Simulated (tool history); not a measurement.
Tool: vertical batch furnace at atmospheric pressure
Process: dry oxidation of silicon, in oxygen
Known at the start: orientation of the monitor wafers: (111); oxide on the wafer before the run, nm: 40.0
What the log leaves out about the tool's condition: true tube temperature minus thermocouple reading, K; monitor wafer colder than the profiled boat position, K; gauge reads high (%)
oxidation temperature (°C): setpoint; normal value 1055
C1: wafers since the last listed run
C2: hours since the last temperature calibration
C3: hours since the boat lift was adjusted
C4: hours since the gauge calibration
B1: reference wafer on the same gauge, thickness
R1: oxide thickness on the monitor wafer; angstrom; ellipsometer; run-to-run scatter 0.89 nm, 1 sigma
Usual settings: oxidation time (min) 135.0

{"run": 1, "hour": 0.0, "oxidation temperature (°C)": 1055, "oxidation time (min)": 135.0, "C1": 0, "C2": 1765.0, "C3": 3594.1, "C4": 326.7, "B1": 135.99, "R1": 1696.7}
{"hour": 7.0, "done": "gauge calibrated"}
{"run": 2, "hour": 22.7, "oxidation temperature (°C)": 1055, "oxidation time (min)": 135.0, "C1": 234, "C2": 1787.7, "C3": 3616.8, "C4": 15.7, "B1": 136.12, "R1": 1693.6}
{"run": 3, "hour": 52.8, "oxidation temperature (°C)": 1055, "oxidation time (min)": 135.0, "C1": 310, "C2": 1817.8, "C3": 3646.9, "C4": 45.8, "B1": 135.84, "R1": 1693.0}
{"run": 4, "hour": 70.6, "oxidation temperature (°C)": 1055, "oxidation time (min)": 135.0, "C1": 183, "C2": 1835.6, "C3": 3664.7, "C4": 63.6, "B1": 136.12, "R1": 1677.1}
{"run": 5, "hour": 101.0, "oxidation temperature (°C)": 1055, "oxidation time (min)": 135.0, "C1": 313, "C2": 1866.0, "C3": 3695.1, "C4": 94.0, "B1": 135.85, "R1": 1699.7}
{"run": 6, "hour": 131.8, "oxidation temperature (°C)": 1055, "oxidation time (min)": 135.0, "C1": 317, "C2": 1896.8, "C3": 3725.9, "C4": 124.8, "B1": 135.97, "R1": 1697.6}
{"run": 7, "hour": 156.4, "oxidation temperature (°C)": 1055, "oxidation time (min)": 135.0, "C1": 253, "C2": 1921.4, "C3": 3750.5, "C4": 149.4, "B1": 136.11, "R1": 1675.2}
{"run": 8, "hour": 170.7, "oxidation temperature (°C)": 1055, "oxidation time (min)": 135.0, "C1": 147, "C2": 1935.7, "C3": 3764.8, "C4": 163.7, "B1": 135.96, "R1": 1711.9}
{"hour": 207.8, "done": "boat lift adjusted"}
{"hour": 221.3, "done": "thermocouples replaced and temperature profile calibrated"}
{"run": 9, "hour": 221.8, "oxidation temperature (°C)": 1055, "oxidation time (min)": 135.0, "C1": 140, "C2": 0.5, "C3": 14.0, "C4": 214.8, "B1": 136.24, "R1": 1692.4}
{"run": 10, "hour": 227.8, "oxidation temperature (°C)": 1055, "oxidation time (min)": 135.0, "C1": 61, "C2": 6.5, "C3": 20.0, "C4": 220.8, "B1": 136.24, "R1": 1692.0}
{"run": 11, "hour": 243.3, "oxidation temperature (°C)": 1055, "oxidation time (min)": 188.0, "C1": 159, "C2": 22.0, "C3": 35.5, "C4": 236.3, "B1": 136.21, "R1": 2013.4}
{"run": 12, "hour": 255.8, "oxidation temperature (°C)": 1055, "oxidation time (min)": 188.0, "C1": 129, "C2": 34.5, "C3": 48.0, "C4": 248.8, "B1": 136.05, "R1": 2018.9}
{"run": 13, "hour": 272.9, "oxidation temperature (°C)": 1055, "oxidation time (min)": 102.5, "C1": 176, "C2": 51.6, "C3": 65.1, "C4": 265.9, "B1": 135.69, "R1": 1458.4}
{"run": 14, "hour": 286.1, "oxidation temperature (°C)": 1042, "oxidation time (min)": 89.5, "C1": 136, "C2": 64.8, "C3": 78.3, "C4": 279.1, "B1": 135.8, "R1": 1273.9}
{"run": 15, "hour": 310.6, "oxidation temperature (°C)": 1055, "oxidation time (min)": 135.0, "C1": 252, "C2": 89.3, "C3": 102.8, "C4": 303.6, "B1": 136.08, "R1": 1691.0}
{"hour": 323.2, "done": "gauge calibrated"}
{"run": 16, "hour": 328.2, "oxidation temperature (°C)": 1036, "oxidation time (min)": 82.0, "C1": 181, "C2": 106.9, "C3": 120.4, "C4": 5.0, "B1": 135.85, "R1": 1184.5}
{"run": 17, "hour": 343.7, "oxidation temperature (°C)": 1037, "oxidation time (min)": 135.0, "C1": 159, "C2": 122.4, "C3": 135.9, "C4": 20.5, "B1": 136.06, "R1": 1554.8}
{"run": 18, "hour": 358.3, "oxidation temperature (°C)": 1055, "oxidation time (min)": 135.0, "C1": 150, "C2": 137.0, "C3": 150.5, "C4": 35.1, "B1": 136.12, "R1": 1678.4}
{"run": 19, "hour": 386.1, "oxidation temperature (°C)": 1055, "oxidation time (min)": 135.0, "C1": 286, "C2": 164.8, "C3": 178.3, "C4": 62.9, "B1": 135.91, "R1": 1694.4}
{"run": 20, "hour": 415.3, "oxidation temperature (°C)": 1055, "oxidation time (min)": 135.0, "C1": 301, "C2": 194.0, "C3": 207.5, "C4": 92.1, "B1": 135.84, "R1": 1703.5}
{"run": 21, "hour": 433.1, "oxidation temperature (°C)": 1062, "oxidation time (min)": 97.5, "C1": 183, "C2": 211.8, "C3": 225.3, "C4": 109.9, "B1": 136.09, "R1": 1469.2}
{"run": 22, "hour": 509.1, "oxidation temperature (°C)": 1077, "oxidation time (min)": 114.0, "C1": 784, "C2": 287.8, "C3": 301.3, "C4": 185.9, "B1": 135.86, "R1": 1716.7}
{"run": 23, "hour": 536.0, "oxidation temperature (°C)": 1039, "oxidation time (min)": 84.0, "C1": 277, "C2": 314.7, "C3": 328.2, "C4": 212.8, "B1": 135.88, "R1": 1220.7}
{"run": 24, "hour": 550.4, "oxidation temperature (°C)": 1039, "oxidation time (min)": 135.0, "C1": 148, "C2": 329.1, "C3": 342.6, "C4": 227.2, "B1": 136.18, "R1": 1568.9}
{"run": 25, "hour": 583.9, "oxidation temperature (°C)": 1072, "oxidation time (min)": 70.5, "C1": 345, "C2": 362.6, "C3": 376.1, "C4": 260.7, "B1": 135.82, "R1": 1309.5}

Entry by entry between the runs, the difference in hidden state between the last listed run before and the first listed run after:
From run 1 to run 2: gauge calibrated (hour 7.0)
  nothing in the hidden state changes from one run to the other
From run 8 to run 9: boat lift adjusted (hour 207.8); thermocouples replaced and temperature profile calibrated (hour 221.3)
  nothing in the hidden state changes from one run to the other
From run 15 to run 16: gauge calibrated (hour 323.2)
  nothing in the hidden state changes from one run to the other

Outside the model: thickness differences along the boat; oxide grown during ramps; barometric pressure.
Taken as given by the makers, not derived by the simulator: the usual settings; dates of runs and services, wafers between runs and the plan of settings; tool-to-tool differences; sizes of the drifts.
